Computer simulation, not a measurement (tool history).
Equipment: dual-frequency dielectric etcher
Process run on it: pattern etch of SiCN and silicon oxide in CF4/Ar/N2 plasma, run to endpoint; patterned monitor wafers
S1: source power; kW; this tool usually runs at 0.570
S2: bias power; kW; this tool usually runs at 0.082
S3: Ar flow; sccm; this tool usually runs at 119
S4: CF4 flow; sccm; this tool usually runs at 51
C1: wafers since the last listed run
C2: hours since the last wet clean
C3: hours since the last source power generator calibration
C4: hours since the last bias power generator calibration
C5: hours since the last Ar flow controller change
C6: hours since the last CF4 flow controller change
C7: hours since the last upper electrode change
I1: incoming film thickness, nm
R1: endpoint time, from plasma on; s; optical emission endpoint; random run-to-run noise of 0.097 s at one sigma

{"run": 1, "hour": 0.0, "S1": 0.57, "S2": 0.082, "S3": 119, "S4": 51, "C1": 0, "C2": 272.2, "C3": 1084.9, "C4": 119.9, "C5": 2808.6, "C6": 409.7, "C7": 3889.1, "I1": 18.0, "R1": 17.0}
{"hour": 6.7, "done": "Ar flow controller replaced"}
{"run": 2, "hour": 88.3, "S1": 0.49, "S2": 0.087, "S3": 97, "S4": 51, "C1": 1369, "C2": 360.5, "C3": 1173.2, "C4": 208.2, "C5": 81.6, "C6": 498.0, "C7": 3977.4, "I1": 17.97, "R1": 18.3}
{"run": 3, "hour": 141.3, "S1": 0.57, "S2": 0.082, "S3": 119, "S4": 56, "C1": 881, "C2": 413.5, "C3": 1226.2, "C4": 261.2, "C5": 134.6, "C6": 551.0, "C7": 4030.4, "I1": 17.95, "R1": 16.8}
{"run": 4, "hour": 177.9, "S1": 0.7, "S2": 0.082, "S3": 119, "S4": 51, "C1": 608, "C2": 450.1, "C3": 1262.8, "C4": 297.8, "C5": 171.2, "C6": 587.6, "C7": 4067.0, "I1": 17.91, "R1": 14.2}
{"run": 5, "hour": 284.3, "S1": 0.57, "S2": 0.082, "S3": 119, "S4": 39, "C1": 1769, "C2": 556.5, "C3": 1369.2, "C4": 404.2, "C5": 277.6, "C6": 694.0, "C7": 4173.4, "I1": 17.98, "R1": 17.6}
{"run": 6, "hour": 346.4, "S1": 0.44, "S2": 0.09, "S3": 119, "S4": 51, "C1": 1033, "C2": 618.6, "C3": 1431.3, "C4": 466.3, "C5": 339.7, "C6": 756.1, "C7": 4235.5, "I1": 17.95, "R1": 20.2}
{"hour": 393.6, "done": "wet clean of the chamber"}
{"run": 7, "hour": 428.5, "S1": 0.57, "S2": 0.082, "S3": 100, "S4": 51, "C1": 966, "C2": 34.9, "C3": 1513.4, "C4": 548.4, "C5": 421.8, "C6": 838.2, "C7": 4317.6, "I1": 17.95, "R1": 16.6}
{"hour": 467.0, "done": "source power generator calibrated"}
{"run": 8, "hour": 482.6, "S1": 0.57, "S2": 0.082, "S3": 119, "S4": 51, "C1": 833, "C2": 89.0, "C3": 15.6, "C4": 602.5, "C5": 475.9, "C6": 892.3, "C7": 4371.7, "I1": 17.95, "R1": 16.7}
{"run": 9, "hour": 541.1, "S1": 0.57, "S2": 0.088, "S3": 111, "S4": 47, "C1": 973, "C2": 147.5, "C3": 74.1, "C4": 661.0, "C5": 534.4, "C6": 950.8, "C7": 4430.2, "I1": 17.86, "R1": 16.6}
{"run": 10, "hour": 640.2, "S1": 0.68, "S2": 0.093, "S3": 103, "S4": 40, "C1": 1648, "C2": 246.6, "C3": 173.2, "C4": 760.1, "C5": 633.5, "C6": 1049.9, "C7": 4529.3, "I1": 18.33, "R1": 14.5}
{"hour": 692.3, "done": "upper electrode replaced"}
{"run": 11, "hour": 722.6, "S1": 0.57, "S2": 0.082, "S3": 119, "S4": 51, "C1": 971, "C2": 329.0, "C3": 255.6, "C4": 842.5, "C5": 715.9, "C6": 1132.3, "C7": 30.3, "I1": 18.02, "R1": 17.0}
{"run": 12, "hour": 790.4, "S1": 0.7, "S2": 0.087, "S3": 103, "S4": 62, "C1": 1127, "C2": 396.8, "C3": 323.4, "C4": 910.3, "C5": 783.7, "C6": 1200.1, "C7": 98.1, "I1": 18.25, "R1": 13.6}
{"run": 13, "hour": 831.6, "S1": 0.49, "S2": 0.065, "S3": 119, "S4": 51, "C1": 685, "C2": 438.0, "C3": 364.6, "C4": 951.5, "C5": 824.9, "C6": 1241.3, "C7": 139.3, "I1": 18.16, "R1": 20.8}
{"hour": 1032.3, "done": "wet clean of the chamber"}
{"run": 14, "hour": 1032.8, "S1": 0.51, "S2": 0.082, "S3": 145, "S4": 55, "C1": 2947, "C2": 0.5, "C3": 565.8, "C4": 1152.7, "C5": 1026.1, "C6": 1442.5, "C7": 340.5, "I1": 17.95, "R1": 18.6}
{"run": 15, "hour": 1083.8, "S1": 0.57, "S2": 0.063, "S3": 119, "S4": 59, "C1": 848, "C2": 51.5, "C3": 616.8, "C4": 1203.7, "C5": 1077.1, "C6": 1493.5, "C7": 391.5, "I1": 18.02, "R1": 17.9}
{"run": 16, "hour": 1169.2, "S1": 0.45, "S2": 0.082, "S3": 119, "S4": 51, "C1": 1420, "C2": 136.9, "C3": 702.2, "C4": 1289.1, "C5": 1162.5, "C6": 1578.9, "C7": 476.9, "I1": 17.93, "R1": 20.2}
{"run": 17, "hour": 1221.7, "S1": 0.57, "S2": 0.095, "S3": 96, "S4": 51, "C1": 873, "C2": 189.4, "C3": 754.7, "C4": 1341.6, "C5": 1215.0, "C6": 1631.4, "C7": 529.4, "I1": 17.98, "R1": 15.6}
{"run": 18, "hour": 1267.0, "S1": 0.68, "S2": 0.088, "S3": 119, "S4": 51, "C1": 753, "C2": 234.7, "C3": 800.0, "C4": 1386.9, "C5": 1260.3, "C6": 1676.7, "C7": 574.7, "I1": 18.01, "R1": 14.2}
{"run": 19, "hour": 1352.0, "S1": 0.49, "S2": 0.087, "S3": 97, "S4": 51, "C1": 1413, "C2": 319.7, "C3": 885.0, "C4": 1471.9, "C5": 1345.3, "C6": 1761.7, "C7": 659.7, "I1": 17.98, "R1": 18.3}
{"run": 20, "hour": 1446.8, "S1": 0.48, "S2": 0.082, "S3": 119, "S4": 51, "C1": 1576, "C2": 414.5, "C3": 979.8, "C4": 1566.7, "C5": 1440.1, "C6": 1856.5, "C7": 754.5, "I1": 17.96, "R1": 19.4}
{"run": 21, "hour": 1545.1, "S1": 0.57, "S2": 0.082, "S3": 119, "S4": 51, "C1": 1635, "C2": 512.8, "C3": 1078.1, "C4": 1665.0, "C5": 1538.4, "C6": 1954.8, "C7": 852.8, "I1": 18.07, "R1": 16.8}
{"hour": 1626.0, "done": "wet clean of the chamber"}
{"run": 22, "hour": 1626.5, "S1": 0.7, "S2": 0.082, "S3": 119, "S4": 51, "C1": 954, "C2": 0.5, "C3": 1159.5, "C4": 1746.4, "C5": 1619.8, "C6": 2036.2, "C7": 934.2, "I1": 18.17, "R1": 14.3}
{"run": 23, "hour": 1695.1, "S1": 0.57, "S2": 0.082, "S3": 119, "S4": 51, "C1": 1141, "C2": 69.1, "C3": 1228.1, "C4": 1815.0, "C5": 1688.4, "C6": 2104.8, "C7": 1002.8, "I1": 17.97, "R1": 16.9}

Alternative continuations, all from the tool just after run 23; predict every row:
{"run": "A", "hour": 1695.5, "S1": 0.57, "S2": 0.082, "S3": 103, "S4": 51, "C1": 6, "C2": 69.5, "C3": 1228.5, "C4": 1815.4, "C5": 1688.8, "C6": 2105.2, "C7": 1003.2, "I1": 17.99, "R1": "?"}
{"run": "B", "hour": 1695.5, "S1": 0.63, "S2": 0.082, "S3": 98, "S4": 51, "C1": 6, "C2": 69.5, "C3": 1228.5, "C4": 1815.4, "C5": 1688.8, "C6": 2105.2, "C7": 1003.2, "I1": 17.99, "R1": "?"}
{"run": "C", "hour": 1695.5, "S1": 0.5, "S2": 0.064, "S3": 93, "S4": 41, "C1": 6, "C2": 69.5, "C3": 1228.5, "C4": 1815.4, "C5": 1688.8, "C6": 2105.2, "C7": 1003.2, "I1": 17.99, "R1": "?"}
{"run": "D", "hour": 1695.5, "S1": 0.57, "S2": 0.082, "S3": 119, "S4": 60, "C1": 6, "C2": 69.5, "C3": 1228.5, "C4": 1815.4, "C5": 1688.8, "C6": 2105.2, "C7": 1003.2, "I1": 17.99, "R1": "?"}
{"run": "E", "hour": 1695.5, "S1": 0.57, "S2": 0.074, "S3": 119, "S4": 51, "C1": 6, "C2": 69.5, "C3": 1228.5, "C4": 1815.4, "C5": 1688.8, "C6": 2105.2, "C7": 1003.2, "I1": 17.99, "R1": "?"}

run=A R1=16.5
run=B R1=15.1
run=C R1=20.3
run=D R1=16.4
run=E R1=17.4
Stripped of hidden state, with their random variation kept, the same runs would have yielded:
run=A R1=16.5
run=B R1=15.1
run=C R1=20.3
run=D R1=16.4
run=E R1=17.4

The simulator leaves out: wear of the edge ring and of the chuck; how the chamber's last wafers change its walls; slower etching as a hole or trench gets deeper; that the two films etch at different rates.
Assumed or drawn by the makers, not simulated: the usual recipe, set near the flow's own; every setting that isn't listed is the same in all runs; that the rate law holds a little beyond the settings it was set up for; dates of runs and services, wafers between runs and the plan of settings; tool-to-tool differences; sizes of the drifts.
